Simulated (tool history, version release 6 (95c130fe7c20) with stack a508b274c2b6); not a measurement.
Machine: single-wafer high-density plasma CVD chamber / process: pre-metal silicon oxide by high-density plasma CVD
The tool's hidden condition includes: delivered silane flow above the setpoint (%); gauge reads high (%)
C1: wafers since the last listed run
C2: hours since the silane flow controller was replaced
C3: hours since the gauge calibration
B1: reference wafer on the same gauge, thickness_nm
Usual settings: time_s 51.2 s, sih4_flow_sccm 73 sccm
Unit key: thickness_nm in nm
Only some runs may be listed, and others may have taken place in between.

run 1 hour=0 | time_s=51.2 sih4_flow_sccm=73 | C1=0 C2=3283.6 C3=516.1 | B1=367.146 | thickness_nm=337.907
run 2 hour=36.6 | time_s=51.2 sih4_flow_sccm=73 | C1=700 C2=3320.2 C3=552.7 | B1=367.159 | thickness_nm=337.347
run 3 hour=78.1 | time_s=51.2 sih4_flow_sccm=73 | C1=793 C2=3361.7 C3=594.2 | B1=367.16 | thickness_nm=338.384
run 4 hour=103.9 | time_s=51.2 sih4_flow_sccm=73 | C1=493 C2=3387.5 C3=620 | B1=366.892 | thickness_nm=338.484
run 5 hour=158.1 | time_s=51.2 sih4_flow_sccm=73 | C1=1036 C2=3441.7 C3=674.2 | B1=366.902 | thickness_nm=338.636
run 6 hour=214.9 | time_s=51.2 sih4_flow_sccm=63 | C1=1086 C2=3498.5 C3=731 | B1=366.826 | thickness_nm=296.346
run 7 hour=264.7 | time_s=51.2 sih4_flow_sccm=73 | C1=952 C2=3548.3 C3=780.8 | B1=366.958 | thickness_nm=338.339
run 8 hour=315.9 | time_s=51.2 sih4_flow_sccm=73 | C1=979 C2=3599.5 C3=832 | B1=366.906 | thickness_nm=338.186
run 9 hour=342.3 | time_s=51.2 sih4_flow_sccm=73 | C1=504 C2=3625.9 C3=858.4 | B1=367.183 | thickness_nm=338.097
run 10 hour=393.3 | time_s=51.2 sih4_flow_sccm=73 | C1=975 C2=3676.9 C3=909.4 | B1=367.043 | thickness_nm=337.63
run 11 hour=458.7 | time_s=51.2 sih4_flow_sccm=73 | C1=1250 C2=3742.3 C3=974.8 | B1=367.009 | thickness_nm=337.209
-- hour=481.8 gauge calibrated
run 12 hour=529.9 | time_s=54.1 sih4_flow_sccm=78 | C1=1361 C2=3813.5 C3=48.1 | B1=367.027 | thickness_nm=380.083
run 13 hour=559.3 | time_s=51.2 sih4_flow_sccm=73 | C1=562 C2=3842.9 C3=77.5 | B1=366.928 | thickness_nm=338.227
run 14 hour=601.9 | time_s=53.9 sih4_flow_sccm=69 | C1=814 C2=3885.5 C3=120.1 | B1=366.728 | thickness_nm=338.274
run 15 hour=663.2 | time_s=43.6 sih4_flow_sccm=63 | C1=1172 C2=3946.8 C3=181.4 | B1=366.982 | thickness_nm=252.265
-- hour=683.2 silane flow controller replaced
run 16 hour=713.8 | time_s=55.2 sih4_flow_sccm=62 | C1=814 C2=30.6 C3=232 | B1=367.076 | thickness_nm=302.865
run 17 hour=741.5 | time_s=56.3 sih4_flow_sccm=80 | C1=529 C2=58.3 C3=259.7 | B1=367.044 | thickness_nm=389.958
run 18 hour=785.7 | time_s=51.2 sih4_flow_sccm=73 | C1=845 C2=102.5 C3=303.9 | B1=367.129 | thickness_nm=326.865
run 19 hour=817.2 | time_s=51.2 sih4_flow_sccm=73 | C1=602 C2=134 C3=335.4 | B1=367.022 | thickness_nm=327.169
run 20 hour=854.2 | time_s=43.5 sih4_flow_sccm=60 | C1=707 C2=171 C3=372.4 | B1=367.187 | thickness_nm=232.256
-- hour=936 silane flow controller replaced, repeated, since the last time left the tool worse
run 21 hour=981.3 | time_s=53.8 sih4_flow_sccm=63 | C1=2278 C2=45.3 C3=499.5 | B1=366.806 | thickness_nm=320.443
run 22 hour=1013.2 | time_s=51.2 sih4_flow_sccm=73 | C1=610 C2=77.2 C3=531.4 | B1=367.101 | thickness_nm=348.573

Predict each of these 5 candidate next runs independently; none follows another, all start after run 22:
run A hour=1013.6 | time_s=51.2 sih4_flow_sccm=73 | C1=7 C2=77.6 C3=531.8 | B1=? | thickness_nm=?
run B hour=1013.6 | time_s=57.5 sih4_flow_sccm=86 | C1=7 C2=77.6 C3=531.8 | B1=? | thickness_nm=?
run C hour=1013.6 | time_s=53.8 sih4_flow_sccm=73 | C1=7 C2=77.6 C3=531.8 | B1=? | thickness_nm=?
run D hour=1013.6 | time_s=60.9 sih4_flow_sccm=59 | C1=7 C2=77.6 C3=531.8 | B1=? | thickness_nm=?
run E hour=1013.6 | time_s=51.2 sih4_flow_sccm=80 | C1=7 C2=77.6 C3=531.8 | B1=? | thickness_nm=?

run=A B1=367.022 thickness_nm=348.819
run=B B1=367.022 thickness_nm=455.87
run=C B1=367.022 thickness_nm=366.532
run=D B1=367.022 thickness_nm=341.756
run=E B1=367.022 thickness_nm=379.567
With the hidden condition removed and each run's random variation left untouched, the same runs would have given:
run=A thickness_nm=350.56
run=B thickness_nm=458.145
run=C thickness_nm=368.361
run=D thickness_nm=343.462
run=E thickness_nm=381.461

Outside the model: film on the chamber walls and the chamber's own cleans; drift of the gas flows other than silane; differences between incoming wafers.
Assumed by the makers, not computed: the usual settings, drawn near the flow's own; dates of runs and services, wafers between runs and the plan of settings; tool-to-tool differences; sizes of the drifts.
